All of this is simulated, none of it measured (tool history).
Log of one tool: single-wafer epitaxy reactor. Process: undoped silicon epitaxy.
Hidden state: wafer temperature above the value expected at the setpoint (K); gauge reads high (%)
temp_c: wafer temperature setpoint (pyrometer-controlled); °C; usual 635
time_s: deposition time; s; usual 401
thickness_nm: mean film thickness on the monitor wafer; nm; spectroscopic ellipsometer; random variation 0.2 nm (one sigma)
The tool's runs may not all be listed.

run    hour  temp_c  time_s  wafers since the last listed run  hours since the last pyrometer calibration  hours since the gauge calibration  read-back reference wafer on the same gauge, thickness_nm  thickness_nm
  1       0     635     401                                 0                                      1183.2                               13.8                                                     46.287        47.874
      175.3  -- pyrometer calibrated
  2   186.2     635     401                               761                                        10.9                                200                                                     46.301        47.795
  3   246.7     635     401                               258                                        71.4                              260.5                                                     46.389        47.659
  4   271.1     641     401                               104                                        95.8                              284.9                                                     46.243        53.853
  5   335.5     641     401                               275                                       160.2                              349.3                                                     46.278        53.967
  6   381.6     641     401                               196                                       206.3                              395.4                                                     46.262        53.848
  7   531.3     635     401                               639                                         356                              545.1                                                     46.275        47.923
  8   565.9     635     401                               147                                       390.6                              579.7                                                     46.288        47.726
  9   611.5     635     401                               194                                       436.2                              625.3                                                     46.231          47.8
 10   647.4     635     401                               153                                       472.1                              661.2                                                     46.303          47.8
 11     699     635     401                               220                                       523.7                              712.8                                                     46.278        47.693
 12   770.5     635     401                               305                                       595.2                              784.3                                                     46.306        47.479
 13   834.2     635     401                               272                                       658.9                                848                                                      46.27        47.898
 14   895.4     635     401                               261                                       720.1                              909.2                                                     46.343        47.659
 15   944.9     635     401                               211                                       769.6                              958.7                                                     46.323        47.672
 16   988.4     647     401                               185                                       813.1                             1002.2                                                     46.295        60.749
 17  1044.9     647     401                               241                                       869.6                             1058.7                                                     46.262        60.858
 18  1072.9     635     401                               119                                       897.6                             1086.7                                                      46.36         47.38
 19    1114     635     401                               175                                       938.7                             1127.8                                                     46.326        47.626
 20  1149.7     635     401                               152                                       974.4                             1163.5                                                     46.257        47.561
 21  1202.3     635     401                               224                                        1027                             1216.1                                                     46.265        47.726
 22  1271.2     635     401                               294                                      1095.9                               1285                                                      46.27        47.454
 23  1327.1     648     341                               238                                      1151.8                             1340.9                                                     46.277         52.53
     1399.4  -- pyrometer calibrated
 24  1399.9     635     401                               276                                         0.5                             1413.7                                                     46.328        47.488
 25  1452.7     646     401                               225                                        53.3                             1466.5                                                     46.341        59.431
 26  1496.2     621     340                               185                                        96.8                               1510                                                     46.249        29.966
 27  1537.5     635     401                               176                                       138.1                             1551.3                                                     46.296        47.726
 28  1573.2     620     401                               152                                       173.8                               1587                                                      46.32        34.475
 29  1628.5     635     327                               236                                       229.1                             1642.3                                                     46.356        38.581
     1657.8  -- gauge calibrated
 30  1681.9     635     469                               228                                       282.5                               24.1                                                      46.28        55.828
 31  1747.3     650     422                               279                                       347.9                               89.5                                                     46.321        68.151
 32  1802.9     647     447                               237                                       403.5                              145.1                                                     46.291         67.86
 33  1835.8     635     348                               140                                       436.4                                178                                                     46.253        41.521
 34  1879.7     635     377                               187                                       480.3                              221.9                                                     46.296        44.907
 35  1931.3     648     375                               220                                       531.9                              273.5                                                     46.313        58.258
 36  2077.5     643     324                               624                                       678.1                              419.7                                                     46.347        45.185
 37  2112.9     622     435                               151                                       713.5                              455.1                                                     46.307        39.338
 38  2157.8     624     339                               191                                       758.4                                500                                                     46.285        31.978
 39  2183.6     635     401                               110                                       784.2                              525.8                                                     46.283        47.864
 40  2216.2     635     401                               139                                       816.8                              558.4                                                     46.277         47.71
 41  2266.5     629     331                               214                                       867.1                              608.7                                                     46.325         34.56
 42  2300.1     635     401                               143                                       900.7                              642.3                                                      46.26        47.784
 43  2363.6     635     342                               271                                       964.2                              705.8                                                     46.334        40.774
 44    2430     642     401                               283                                      1030.6                              772.2                                                     46.342        55.427

Forecast each of these 4 alternatives for the next run:
  A  2430.5     635     401                                 2                                      1031.1                              772.7                                                          ?             ?
  B  2430.5     620     344                                 2                                      1031.1                              772.7                                                          ?             ?
  C  2430.5     626     338                                 2                                      1031.1                              772.7                                                          ?             ?
  D  2430.5     643     463                                 2                                      1031.1                              772.7                                                          ?             ?

run  read-back reference wafer on the same gauge, thickness_nm  thickness_nm
  A                                                     46.256         47.91
  B                                                     46.256        29.963
  C                                                     46.256        33.447
  D                                                     46.256        65.218
Without the tool's hidden state the same runs would have given:
run  thickness_nm
  A         47.91
  B        29.963
  C        33.447
  D        65.218
